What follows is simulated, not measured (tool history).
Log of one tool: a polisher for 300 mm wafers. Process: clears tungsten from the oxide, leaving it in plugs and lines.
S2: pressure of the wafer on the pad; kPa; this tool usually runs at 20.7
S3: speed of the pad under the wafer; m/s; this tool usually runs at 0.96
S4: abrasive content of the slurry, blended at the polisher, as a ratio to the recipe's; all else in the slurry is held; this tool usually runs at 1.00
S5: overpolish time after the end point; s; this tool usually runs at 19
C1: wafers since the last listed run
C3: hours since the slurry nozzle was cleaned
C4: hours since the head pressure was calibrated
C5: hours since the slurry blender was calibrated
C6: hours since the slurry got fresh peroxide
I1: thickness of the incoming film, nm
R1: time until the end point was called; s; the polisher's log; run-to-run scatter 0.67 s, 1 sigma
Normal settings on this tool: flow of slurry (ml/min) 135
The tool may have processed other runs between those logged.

Run 1, hour 0.0: usual settings but S2 22.8 kPa; C1 0; wafers polished on this pad 282; C3 399.2; C4 96.4; C5 260.7; C6 179.6; I1 236.9. Result: R1 55.7 s.
Run 2, hour 72.8: usual settings; C1 886; wafers polished on this pad 1169; C3 472.0; C4 169.2; C5 333.5; C6 252.4; I1 241.6. Result: R1 65.2 s.
At hour 136.8: slurry tank refilled with fresh slurry and peroxide.
Run 3, hour 159.4: usual settings; C1 1042; wafers polished on this pad 2211; C3 558.6; C4 255.8; C5 420.1; C6 22.6; I1 239.4. Result: R1 67.1 s.
At hour 236.8: slurry blender recalibrated.
Run 4, hour 237.3: usual settings; C1 924; wafers polished on this pad 3135; C3 636.5; C4 333.7; C5 0.5; C6 100.5; I1 239.6. Result: R1 69.3 s.
At hour 265.1: worn pad replaced by a new one.
Run 5, hour 275.0: usual settings; C1 410; wafers polished on this pad 120; C3 674.2; C4 371.4; C5 38.2; C6 138.2; I1 236.8. Result: R1 59.5 s.
At hour 309.8: slurry nozzle cleaned.
Run 6, hour 315.5: usual settings; C1 480; wafers polished on this pad 601; C3 5.7; C4 411.9; C5 78.7; C6 178.7; I1 239.0. Result: R1 59.0 s.
Run 7, hour 392.0: usual settings; C1 931; wafers polished on this pad 1533; C3 82.2; C4 488.4; C5 155.2; C6 255.2; I1 237.2. Result: R1 60.6 s.
Run 8, hour 432.1: usual settings; C1 488; wafers polished on this pad 2021; C3 122.3; C4 528.5; C5 195.3; C6 295.3; I1 235.9. Result: R1 61.8 s.
At hour 449.7: slurry tank refilled with fresh slurry and peroxide.
Run 9, hour 497.9: usual settings but S2 15.9 kPa, S3 1.20 m/s; C1 789; wafers polished on this pad 2810; C3 188.1; C4 594.3; C5 261.1; C6 48.2; I1 239.5. Result: R1 67.4 s.
At hour 509.4: worn pad replaced by a new one.
Run 10, hour 598.5: usual settings; C1 1176; wafers polished on this pad 1085; C3 288.7; C4 694.9; C5 361.7; C6 148.8; I1 239.8. Result: R1 62.7 s.
At hour 669.1: slurry blender recalibrated.
Run 11, hour 684.3: usual settings but flow of slurry (ml/min) 175, S3 0.66 m/s, S4 1.10, S5 27 s; C1 1020; wafers polished on this pad 2105; C3 374.5; C4 780.7; C5 15.2; C6 234.6; I1 238.9. Result: R1 87.9 s.
At hour 738.7: slurry tank refilled with fresh slurry and peroxide.
Run 12, hour 757.4: usual settings but flow of slurry (ml/min) 160, S2 24.8 kPa, S4 1.20; C1 877; wafers polished on this pad 2983; C3 447.6; C4 853.8; C5 88.3; C6 18.7; I1 239.1. Result: R1 53.0 s.
At hour 768.1: head pressure recalibrated.
At hour 793.6: worn pad replaced by a new one.
Run 13, hour 828.9: usual settings but flow of slurry (ml/min) 105, S2 15.9 kPa, S3 1.30 m/s, S4 1.10; C1 797; wafers polished on this pad 430; C3 519.1; C4 60.8; C5 159.8; C6 90.2; I1 238.6. Result: R1 59.7 s.
Run 14, hour 876.4: usual settings but flow of slurry (ml/min) 95; C1 578; wafers polished on this pad 1008; C3 566.6; C4 108.3; C5 207.3; C6 137.7; I1 239.1. Result: R1 65.0 s.
At hour 957.6: slurry nozzle cleaned.
Run 15, hour 970.2: usual settings but flow of slurry (ml/min) 175; C1 1130; wafers polished on this pad 2138; C3 12.6; C4 202.1; C5 301.1; C6 231.5; I1 242.5. Result: R1 63.8 s.
Run 16, hour 1007.0: usual settings but flow of slurry (ml/min) 100; C1 448; wafers polished on this pad 2586; C3 49.4; C4 238.9; C5 337.9; C6 268.3; I1 238.5. Result: R1 70.3 s.
At hour 1048.5: slurry tank refilled with fresh slurry and peroxide.
At hour 1074.5: worn pad replaced by a new one.
Run 17, hour 1084.0: usual settings but S2 15.2 kPa, S4 1.20; C1 876; wafers polished on this pad 115; C3 126.4; C4 315.9; C5 414.9; C6 35.5; I1 242.4. Result: R1 83.0 s.
Run 18, hour 1140.7: usual settings; C1 690; wafers polished on this pad 806; C3 183.1; C4 372.6; C5 471.6; C6 92.2; I1 239.8. Result: R1 66.4 s.
At hour 1166.1: slurry blender recalibrated.
Run 19, hour 1238.2: usual settings but S3 1.06 m/s; C1 1162; wafers polished on this pad 1969; C3 280.6; C4 470.1; C5 72.1; C6 189.7; I1 242.6. Result: R1 57.0 s.
At hour 1289.2: slurry tank refilled with fresh slurry and peroxide.
Run 20, hour 1299.3: usual settings; C1 731; wafers polished on this pad 2701; C3 341.7; C4 531.2; C5 133.2; C6 10.1; I1 241.9. Result: R1 66.2 s.
At hour 1313.3: worn pad replaced by a new one.
Run 21, hour 1391.8: usual settings but flow of slurry (ml/min) 100, S2 16.5 kPa; C1 1077; wafers polished on this pad 955; C3 434.2; C4 623.7; C5 225.7; C6 102.6; I1 239.0. Result: R1 78.7 s.

Alternative continuations, all from the tool just after run 21; predict every row:
Run A, hour 1392.2: usual settings but S5 23 s; C1 4; wafers polished on this pad 960; C3 434.6; C4 624.1; C5 226.1; C6 103.0; I1 236.0. Result: R1 ?.
Run B, hour 1392.2: usual settings but S2 18.6 kPa, S3 0.84 m/s, S4 0.85, S5 10 s; C1 4; wafers polished on this pad 960; C3 434.6; C4 624.1; C5 226.1; C6 103.0; I1 236.0. Result: R1 ?.
Run C, hour 1392.2: usual settings but flow of slurry (ml/min) 145, S2 25.5 kPa, S3 0.70 m/s, S5 9 s; C1 4; wafers polished on this pad 960; C3 434.6; C4 624.1; C5 226.1; C6 103.0; I1 236.0. Result: R1 ?.
Run D, hour 1392.2: usual settings but S3 0.78 m/s, S4 1.20; C1 4; wafers polished on this pad 960; C3 434.6; C4 624.1; C5 226.1; C6 103.0; I1 236.0. Result: R1 ?.

run    R1
  A  60.4
  B  78.9
  C  67.1
  D  71.7
The same runs, with their run-to-run variation unchanged, on a tool lacking any hidden condition would have given:
run    R1
  A  58.6
  B  76.6
  C  65.1
  D  69.5
